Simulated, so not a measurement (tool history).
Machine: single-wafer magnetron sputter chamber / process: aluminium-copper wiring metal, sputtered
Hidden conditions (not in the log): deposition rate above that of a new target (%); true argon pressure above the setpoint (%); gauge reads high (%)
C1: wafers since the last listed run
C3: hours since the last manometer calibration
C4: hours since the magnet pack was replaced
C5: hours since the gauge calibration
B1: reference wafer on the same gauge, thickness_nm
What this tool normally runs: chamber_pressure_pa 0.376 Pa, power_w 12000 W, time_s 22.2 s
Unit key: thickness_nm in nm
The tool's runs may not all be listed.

run 1 hour=0 | chamber_pressure_pa=0.376 power_w=12000 time_s=22.2 | C1=0 wafers_on_the_sputter_target=1713 C3=1537.9 C4=3701.6 C5=295.6 | B1=465.204 | thickness_nm=460.188
run 2 hour=13.1 | chamber_pressure_pa=0.376 power_w=12000 time_s=22.2 | C1=231 wafers_on_the_sputter_target=1945 C3=1551 C4=3714.7 C5=308.7 | B1=465.209 | thickness_nm=460.576
run 3 hour=36.9 | chamber_pressure_pa=0.376 power_w=12000 time_s=22.2 | C1=420 wafers_on_the_sputter_target=2365 C3=1574.8 C4=3738.5 C5=332.5 | B1=465.061 | thickness_nm=459.944
run 4 hour=63.9 | chamber_pressure_pa=0.376 power_w=12000 time_s=22.2 | C1=477 wafers_on_the_sputter_target=2843 C3=1601.8 C4=3765.5 C5=359.5 | B1=465.059 | thickness_nm=458.304
-- hour=159.8 sputter target and shields replaced
run 5 hour=169.5 | chamber_pressure_pa=0.376 power_w=11100 time_s=22.2 | C1=1724 wafers_on_the_sputter_target=172 C3=1707.4 C4=3871.1 C5=465.1 | B1=464.738 | thickness_nm=438.484
run 6 hour=203 | chamber_pressure_pa=0.376 power_w=11100 time_s=22.2 | C1=591 wafers_on_the_sputter_target=764 C3=1740.9 C4=3904.6 C5=498.6 | B1=464.953 | thickness_nm=438.645
run 7 hour=233 | chamber_pressure_pa=0.376 power_w=11100 time_s=22.2 | C1=530 wafers_on_the_sputter_target=1294 C3=1770.9 C4=3934.6 C5=528.6 | B1=465.022 | thickness_nm=437.787
run 8 hour=254 | chamber_pressure_pa=0.376 power_w=11250 time_s=22.2 | C1=371 wafers_on_the_sputter_target=1665 C3=1791.9 C4=3955.6 C5=549.6 | B1=464.694 | thickness_nm=442.273
run 9 hour=275.3 | chamber_pressure_pa=0.376 power_w=11250 time_s=22.2 | C1=376 wafers_on_the_sputter_target=2041 C3=1813.2 C4=3976.9 C5=570.9 | B1=465.162 | thickness_nm=441.815
-- hour=295.9 gauge calibrated
run 10 hour=306.8 | chamber_pressure_pa=0.376 power_w=11250 time_s=22.2 | C1=556 wafers_on_the_sputter_target=2598 C3=1844.7 C4=4008.4 C5=10.9 | B1=465.034 | thickness_nm=439.594
run 11 hour=325.7 | chamber_pressure_pa=0.376 power_w=12800 time_s=22.2 | C1=333 wafers_on_the_sputter_target=2932 C3=1863.6 C4=4027.3 C5=29.8 | B1=464.986 | thickness_nm=480.848
run 12 hour=361 | chamber_pressure_pa=0.376 power_w=12800 time_s=22.2 | C1=623 wafers_on_the_sputter_target=3556 C3=1898.9 C4=4062.6 C5=65.1 | B1=464.993 | thickness_nm=477.534
run 13 hour=391.9 | chamber_pressure_pa=0.376 power_w=12800 time_s=22.2 | C1=546 wafers_on_the_sputter_target=4102 C3=1929.8 C4=4093.5 C5=96 | B1=465.252 | thickness_nm=476.66
-- hour=431.6 sputter target and shields replaced
-- hour=436.2 magnet pack replaced
run 14 hour=436.7 | chamber_pressure_pa=0.376 power_w=12000 time_s=22.2 | C1=568 wafers_on_the_sputter_target=8 C3=1974.6 C4=0.5 C5=140.8 | B1=464.634 | thickness_nm=461.168
-- hour=467.5 capacitance manometer re-zeroed and calibrated
run 15 hour=468 | chamber_pressure_pa=0.376 power_w=12000 time_s=25.4 | C1=411 wafers_on_the_sputter_target=420 C3=0.5 C4=31.8 C5=172.1 | B1=465.03 | thickness_nm=527.934
run 16 hour=488.9 | chamber_pressure_pa=0.376 power_w=13450 time_s=23.7 | C1=369 wafers_on_the_sputter_target=789 C3=21.4 C4=52.7 C5=193 | B1=465.22 | thickness_nm=532.408

For run 17, what comes out?
run 17 hour=501.4 | chamber_pressure_pa=0.317 power_w=12000 time_s=18.9 | C1=220 wafers_on_the_sputter_target=1010 C3=33.9 C4=65.2 C5=205.5 | B1=? | thickness_nm=?

Logged for run 17: B1 464.711, thickness_nm 399.759 nm.
With the hidden condition absent and the run-to-run variation left alone, this run would have shown thickness_nm 400.886 nm.
